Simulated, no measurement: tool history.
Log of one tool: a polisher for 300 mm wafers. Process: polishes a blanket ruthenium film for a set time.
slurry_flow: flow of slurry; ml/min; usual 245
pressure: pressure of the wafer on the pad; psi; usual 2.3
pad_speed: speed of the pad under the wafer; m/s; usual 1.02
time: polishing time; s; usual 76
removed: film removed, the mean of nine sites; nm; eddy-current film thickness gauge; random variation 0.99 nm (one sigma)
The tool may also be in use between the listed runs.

run	day	slurry_flow	pressure	pad_speed	time	wafers since the last listed run	wafers polished on this pad	hours since the slurry nozzle was cleaned	hours since the head pressure was calibrated	incoming thickness of the incoming film, nm	removed
1	0.000	310	2.3	1.02	88	0	543	279.1	213.4	284.5	138.0
2	2.858	310	2.3	1.02	88	579	1123	347.7	282.0	277.7	139.1
# day 4.050: worn pad replaced by a new one
3	4.350	310	2.3	1.02	88	268	60	383.5	317.8	284.2	135.3
4	6.504	245	2.3	1.02	76	436	497	435.2	369.5	285.4	115.0
5	8.062	245	2.3	1.02	76	315	813	472.6	406.9	277.0	113.9
6	9.808	245	2.3	1.02	76	353	1167	514.5	448.8	279.2	112.6
# day 11.404: worn pad replaced by a new one
7	11.938	245	2.3	1.02	76	397	107	565.6	499.9	278.8	112.9
8	14.350	245	2.3	1.02	76	489	596	623.5	557.8	280.2	110.5
9	16.642	245	2.3	1.02	76	464	1061	678.5	612.8	278.3	109.1
# day 17.179: worn pad replaced by a new one
10	19.142	195	2.8	1.12	76	473	397	738.5	672.8	282.6	134.9
11	21.462	195	2.6	1.38	58	470	868	794.2	728.5	279.6	112.8
# day 22.133: slurry nozzle cleaned
# day 22.458: head pressure recalibrated
12	22.571	245	2.3	1.18	76	199	1067	10.5	2.7	281.9	130.6
# day 23.629: worn pad replaced by a new one
13	25.238	310	2.1	1.02	76	506	326	74.5	66.7	281.9	108.3
14	27.833	215	2.0	1.02	76	526	852	136.8	129.0	281.1	100.4
15	29.671	245	2.0	0.66	92	372	1224	180.9	173.1	277.0	94.6
16	30.854	245	1.8	1.02	86	239	1464	209.3	201.5	274.6	103.2
# day 31.092: worn pad replaced by a new one
17	33.517	245	2.3	1.02	76	505	491	273.2	265.4	278.4	115.7

How the hidden state differs across the entries between the runs, from the last listed run before each to the first after it:
Between runs 2 and 3: worn pad replaced by a new one (day 4.050)
  deviation of the head's pressure from its setpoint, %: -1.86 -> -2.23
  measured less the result without the state, removed: -2.7 -> -3.1 nm
Between runs 6 and 7: worn pad replaced by a new one (day 11.404)
  deviation of the head's pressure from its setpoint, %: -3.92 -> -4.74
  measured less the result without the state, removed: -4.6 -> -5.6 nm
Between runs 9 and 10: worn pad replaced by a new one (day 17.179)
  deviation of the head's pressure from its setpoint, %: -6.86 -> -8.17
  measured less the result without the state, removed: -8.1 -> -12.0 nm
Between runs 11 and 12: slurry nozzle cleaned (day 22.133); head pressure recalibrated (day 22.458)
  deviation of the head's pressure from its setpoint, %: -9.49 -> -0.279
  measured less the result without the state, removed: -11.8 -> -0.3 nm
Between runs 12 and 13: worn pad replaced by a new one (day 23.629)
  deviation of the head's pressure from its setpoint, %: -0.279 -> -0.353
  measured less the result without the state, removed: -0.3 -> -0.4 nm
Between runs 16 and 17: worn pad replaced by a new one (day 31.092)
  deviation of the head's pressure from its setpoint, %: -0.964 -> -1.47
  measured less the result without the state, removed: -1.0 -> -1.7 nm

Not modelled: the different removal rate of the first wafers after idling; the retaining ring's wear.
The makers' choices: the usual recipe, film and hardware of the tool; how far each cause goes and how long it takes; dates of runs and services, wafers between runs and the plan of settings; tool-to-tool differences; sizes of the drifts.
